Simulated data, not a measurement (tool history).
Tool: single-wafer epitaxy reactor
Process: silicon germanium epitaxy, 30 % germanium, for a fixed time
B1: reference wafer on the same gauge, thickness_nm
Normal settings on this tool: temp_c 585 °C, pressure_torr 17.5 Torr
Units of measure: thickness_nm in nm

Run 1, hour 0: usual settings; B1 46.659. Result: thickness_nm 47.295 nm.
Run 2, hour 45.8: usual settings but pressure_torr 20.2 Torr; B1 46.561. Result: thickness_nm 48.589 nm.
Run 3, hour 83.2: usual settings but pressure_torr 20.2 Torr; B1 46.593. Result: thickness_nm 48.677 nm.
Run 4, hour 125.6: usual settings but pressure_torr 20.2 Torr; B1 46.591. Result: thickness_nm 48.993 nm.
Run 5, hour 174.4: usual settings; B1 46.609. Result: thickness_nm 47.361 nm.
Run 6, hour 229.9: usual settings but pressure_torr 18.4 Torr; B1 46.613. Result: thickness_nm 47.876 nm.
Run 7, hour 257: usual settings but pressure_torr 18.4 Torr; B1 46.602. Result: thickness_nm 47.876 nm.
Run 8, hour 312.4: usual settings but pressure_torr 18.4 Torr; B1 46.705. Result: thickness_nm 47.705 nm.
At hour 357.2: capacitance manometer re-zeroed and calibrated.
Run 9, hour 374.5: usual settings; B1 46.667. Result: thickness_nm 47.289 nm.
Run 10, hour 414.6: usual settings but pressure_torr 20.9 Torr; B1 46.571. Result: thickness_nm 49.762 nm.
Run 11, hour 552.2: usual settings but temp_c 578 °C, pressure_torr 13.3 Torr; B1 46.594. Result: thickness_nm 38.611 nm.
Run 12, hour 595.6: usual settings; B1 46.652. Result: thickness_nm 47.411 nm.
At hour 712.1: pyrometer calibrated.
At hour 725.2: showerhead replaced.
Run 13, hour 804.2: usual settings but pressure_torr 19.7 Torr; B1 46.636. Result: thickness_nm 51.784 nm.
At hour 822.2: gauge calibrated.
Run 14, hour 864.1: usual settings but pressure_torr 16 Torr; B1 46.628. Result: thickness_nm 49.652 nm.
At hour 912: pyrometer calibrated, repeated, since the last time left the tool worse.
Run 15, hour 922.2: usual settings but temp_c 570 °C, pressure_torr 18.9 Torr; B1 46.605. Result: thickness_nm 33.049 nm.
Run 16, hour 985.6: usual settings; B1 46.581. Result: thickness_nm 45.619 nm.
Run 17, hour 1021.6: usual settings but temp_c 574 °C, pressure_torr 20.8 Torr; B1 46.554. Result: thickness_nm 37.373 nm.
Run 18, hour 1050.1: usual settings but temp_c 580 °C, pressure_torr 21.2 Torr; B1 46.54. Result: thickness_nm 42.832 nm.

Predict each of these 4 candidate next runs independently; none follows another, all start after run 18:
Run A, hour 1050.5: usual settings; B1 ?. Result: thickness_nm ?.
Run B, hour 1050.5: usual settings but temp_c 576 °C, pressure_torr 19.7 Torr; B1 ?. Result: thickness_nm ?.
Run C, hour 1050.5: usual settings but temp_c 575 °C, pressure_torr 15.9 Torr; B1 ?. Result: thickness_nm ?.
Run D, hour 1050.5: usual settings but temp_c 578 °C, pressure_torr 13.2 Torr; B1 ?. Result: thickness_nm ?.

run      B1  thickness_nm
  A  46.669        45.622
  B  46.669        38.585
  C  46.669        35.879
  D  46.669        36.815
With no hidden state in the tool, these same runs would have given:
run  thickness_nm
  A        45.045
  B        38.085
  C        35.413
  D        36.341

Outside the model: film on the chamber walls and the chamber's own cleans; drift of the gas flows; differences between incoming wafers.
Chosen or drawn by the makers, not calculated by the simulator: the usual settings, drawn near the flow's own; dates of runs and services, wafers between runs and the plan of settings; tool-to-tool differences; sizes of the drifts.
